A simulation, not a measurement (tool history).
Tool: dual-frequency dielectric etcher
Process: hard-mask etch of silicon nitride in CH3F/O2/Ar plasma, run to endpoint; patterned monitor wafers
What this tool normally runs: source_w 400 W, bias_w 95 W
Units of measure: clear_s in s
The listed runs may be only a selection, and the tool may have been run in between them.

| run | day | source_w | bias_w | incoming incoming film thickness, nm | clear_s |
|---|---|---|---|---|---|
| 1 | 0 | 400 | 95 | 51 | 69 |
| 2 | 2.558 | 400 | 95 | 51.6 | 70.4 |
| 3 | 4.65 | 400 | 95 | 51.6 | 69.6 |
| 4 | 8.858 | 400 | 95 | 51.4 | 70.4 |
| 5 | 10.479 | 400 | 95 | 51.6 | 71 |
|  | 13.771 | wet clean of the chamber |
| 6 | 13.792 | 320 | 103 | 51.6 | 70.8 |
| 7 | 16.096 | 430 | 95 | 51.4 | 68 |
|  | 18.771 | bias power generator calibrated |
| 8 | 20.467 | 430 | 95 | 51.9 | 69.1 |
|  | 21.162 | source power generator calibrated |
| 9 | 21.979 | 400 | 95 | 51.3 | 69.3 |
| 10 | 30.046 | 450 | 95 | 51.5 | 69.2 |
| 11 | 32.258 | 400 | 95 | 51.4 | 71.5 |
|  | 34.012 | upper electrode replaced |
| 12 | 35.975 | 490 | 95 | 51.4 | 67.9 |
| 13 | 39.729 | 320 | 103 | 51.4 | 74.4 |
|  | 41.112 | wet clean of the chamber |
| 14 | 48.808 | 490 | 77 | 51.1 | 70.2 |
| 15 | 51.979 | 300 | 82 | 51.7 | 78.8 |
| 16 | 56.179 | 460 | 75 | 51.1 | 72.9 |
| 17 | 60.667 | 340 | 107 | 51.1 | 70 |

Alternative continuations, all from the tool just after run 17; predict every row:
| A | 60.683 | 400 | 95 | 51.4 | ? |
| B | 60.683 | 480 | 95 | 51.4 | ? |
| C | 60.683 | 340 | 106 | 51.4 | ? |
| D | 60.683 | 360 | 95 | 51.4 | ? |

| run | clear_s |
|---|---|
| A | 71 |
| B | 67.9 |
| C | 71 |
| D | 72.9 |
The same runs, with their run-to-run variation unchanged, on a tool lacking any hidden condition would have given:
| run | clear_s |
|---|---|
| A | 68.6 |
| B | 65.6 |
| C | 68.5 |
| D | 70.4 |
